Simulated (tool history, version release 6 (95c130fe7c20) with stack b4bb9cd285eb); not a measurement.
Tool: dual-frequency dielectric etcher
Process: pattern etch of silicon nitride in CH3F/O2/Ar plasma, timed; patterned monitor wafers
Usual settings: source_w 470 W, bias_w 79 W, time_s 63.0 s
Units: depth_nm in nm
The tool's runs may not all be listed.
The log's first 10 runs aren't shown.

run,hour,source_w,bias_w,time_s,wafers since the last listed run,hours since the last wet clean,hours since the last source power generator calibration,hours since the last bias power generator calibration,hours since the last upper electrode change,hours since the gauge calibration,"read-back reference wafer on the same gauge, depth_nm",depth_nm
11,301.5,470,79,63.0,416,246.2,1462.9,250.3,84.4,667.7,54.91,45.61
12,331.0,470,79,63.0,403,275.7,1492.4,279.8,113.9,697.2,54.97,45.52
13,361.8,580,71,63.0,421,306.5,1523.2,310.6,144.7,728.0,54.96,52.31
14,383.9,410,94,50.0,302,328.6,1545.3,332.7,166.8,750.1,54.87,32.68
# hour 432.7: wet clean of the chamber
15,433.2,470,62,63.0,346,0.5,1594.6,382.0,216.1,799.4,54.98,44.96
16,438.1,470,79,56.5,67,5.4,1599.5,386.9,221.0,804.3,54.85,42.54
17,451.5,470,79,63.0,183,18.8,1612.9,400.3,234.4,817.7,54.87,47.61
18,537.0,470,79,63.0,1170,104.3,1698.4,485.8,319.9,903.2,55.05,47.19
19,559.2,470,79,63.0,303,126.5,1720.6,508.0,342.1,925.4,54.90,46.84
20,573.9,410,97,46.5,201,141.2,1735.3,522.7,356.8,940.1,54.99,31.43
21,603.8,470,79,63.0,409,171.1,1765.2,552.6,386.7,970.0,54.90,46.36
# hour 627.3: gauge calibrated
# hour 676.7: source power generator calibrated
22,680.0,570,73,68.0,988,247.3,3.3,628.8,462.9,52.7,54.94,57.18
23,786.8,470,79,63.0,1462,354.1,110.1,735.6,569.7,159.5,54.83,45.52
24,821.8,470,96,71.0,479,389.1,145.1,770.6,604.7,194.5,54.93,53.91
# hour 861.3: wet clean of the chamber
25,861.8,530,65,55.5,219,0.5,185.1,810.6,644.7,234.5,54.89,44.41
26,882.6,400,79,50.0,284,21.3,205.9,831.4,665.5,255.3,54.86,31.28
27,982.4,470,79,52.5,1366,121.1,305.7,931.2,765.3,355.1,54.87,39.10
28,994.7,580,70,44.5,168,133.4,318.0,943.5,777.6,367.4,54.85,38.21
29,1020.6,470,79,63.0,354,159.3,343.9,969.4,803.5,393.3,54.90,46.30
30,1041.2,580,97,53.0,282,179.9,364.5,990.0,824.1,413.9,54.92,49.27

4 ways to go on from here, each from the tool as it stands after run 30. What would each give?
A,1041.6,470,69,63.0,5,180.3,364.9,990.4,824.5,414.3,?,?
B,1041.6,520,91,63.0,5,180.3,364.9,990.4,824.5,414.3,?,?
C,1041.6,550,79,81.0,5,180.3,364.9,990.4,824.5,414.3,?,?
D,1041.6,410,79,63.0,5,180.3,364.9,990.4,824.5,414.3,?,?

run,"read-back reference wafer on the same gauge, depth_nm",depth_nm
A,54.75,44.47
B,54.75,52.48
C,54.75,67.99
D,54.75,39.69
Without the tool's hidden state the same runs would have given:
run,depth_nm
A,45.42
B,53.60
C,69.44
D,40.53

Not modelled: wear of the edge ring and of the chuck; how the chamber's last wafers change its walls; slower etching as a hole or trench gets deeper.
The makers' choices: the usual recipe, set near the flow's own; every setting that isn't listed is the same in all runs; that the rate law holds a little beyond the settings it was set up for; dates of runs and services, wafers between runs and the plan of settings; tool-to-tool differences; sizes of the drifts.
